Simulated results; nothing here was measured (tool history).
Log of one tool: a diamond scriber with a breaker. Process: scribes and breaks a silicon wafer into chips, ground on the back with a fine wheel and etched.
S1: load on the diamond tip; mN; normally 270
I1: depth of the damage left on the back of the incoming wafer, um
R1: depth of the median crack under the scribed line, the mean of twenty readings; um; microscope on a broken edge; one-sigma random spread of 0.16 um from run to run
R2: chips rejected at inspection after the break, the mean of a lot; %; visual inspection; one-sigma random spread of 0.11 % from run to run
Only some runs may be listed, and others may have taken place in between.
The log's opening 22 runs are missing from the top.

Run 23, hour 1631.3: usual settings but S1 298 mN; I1 0.44. Result: R1 10.75 um, R2 4.11 %.
Run 24, hour 1690.6: usual settings but S1 209 mN; I1 0.33. Result: R1 8.40 um, R2 12.29 %.
Run 25, hour 1775.6: usual settings but S1 309 mN; I1 0.60. Result: R1 10.85 um, R2 5.90 %.
Run 26, hour 1856.1: usual settings; I1 0.30. Result: R1 10.16 um, R2 2.29 %.
Run 27, hour 1901.6: usual settings but S1 341 mN; I1 0.47. Result: R1 11.48 um, R2 11.42 %.
At hour 1967.7: load on the tip recalibrated.
Run 28, hour 1998.6: usual settings but S1 286 mN; I1 0.73. Result: R1 10.43 um, R2 2.78 %.
Run 29, hour 2077.1: usual settings; I1 0.60. Result: R1 10.28 um, R2 2.30 %.
At hour 2084.9: diamond tip replaced by a new one.
Run 30, hour 2137.6: usual settings but S1 327 mN; I1 0.75. Result: R1 11.28 um, R2 7.80 %.
Run 31, hour 2196.7: usual settings but S1 249 mN; I1 0.73. Result: R1 9.70 um, R2 3.30 %.
Run 32, hour 2273.3: usual settings but S1 350 mN; I1 0.52. Result: R1 11.88 um, R2 12.58 %.
Run 33, hour 2490.0: usual settings but S1 331 mN; I1 0.54. Result: R1 11.72 um, R2 8.42 %.
Run 34, hour 2585.7: usual settings but S1 248 mN; I1 0.71. Result: R1 9.46 um, R2 3.81 %.
Run 35, hour 2637.1: usual settings but S1 311 mN; I1 0.33. Result: R1 10.99 um, R2 5.92 %.
At hour 2694.4: load on the tip recalibrated.
At hour 2714.0: diamond tip replaced by a new one.
Run 36, hour 2739.6: usual settings but S1 246 mN; I1 0.55. Result: R1 9.49 um, R2 3.57 %.
Run 37, hour 2833.0: usual settings but S1 242 mN; I1 0.49. Result: R1 9.37 um, R2 4.09 %.
Run 38, hour 2904.2: usual settings but S1 318 mN; I1 0.44. Result: R1 11.29 um, R2 6.52 %.
Run 39, hour 2966.8: usual settings but S1 301 mN; I1 0.66. Result: R1 10.58 um, R2 4.37 %.
Run 40, hour 3041.3: usual settings but S1 319 mN; I1 0.55. Result: R1 11.32 um, R2 6.69 %.
Run 41, hour 3126.1: usual settings; I1 0.72. Result: R1 10.30 um, R2 2.21 %.
Run 42, hour 3208.3: usual settings but S1 297 mN; I1 0.41. Result: R1 10.36 um, R2 3.73 %.

Alternative continuations, all from the tool just after run 42; predict every row:
Run A, hour 3208.8: usual settings; I1 0.67. Result: R1 ?, R2 ?.
Run B, hour 3208.8: usual settings but S1 292 mN; I1 0.67. Result: R1 ?, R2 ?.
Run C, hour 3208.8: usual settings but S1 205 mN; I1 0.67. Result: R1 ?, R2 ?.

run     R1     R2
  A   9.83   2.22
  B  10.34   3.27
  C   8.23  14.45
Had the tool no hidden state, the same runs would have come out as:
run     R1     R2
  A   9.83   2.22
  B  10.34   3.27
  C   8.23  14.45
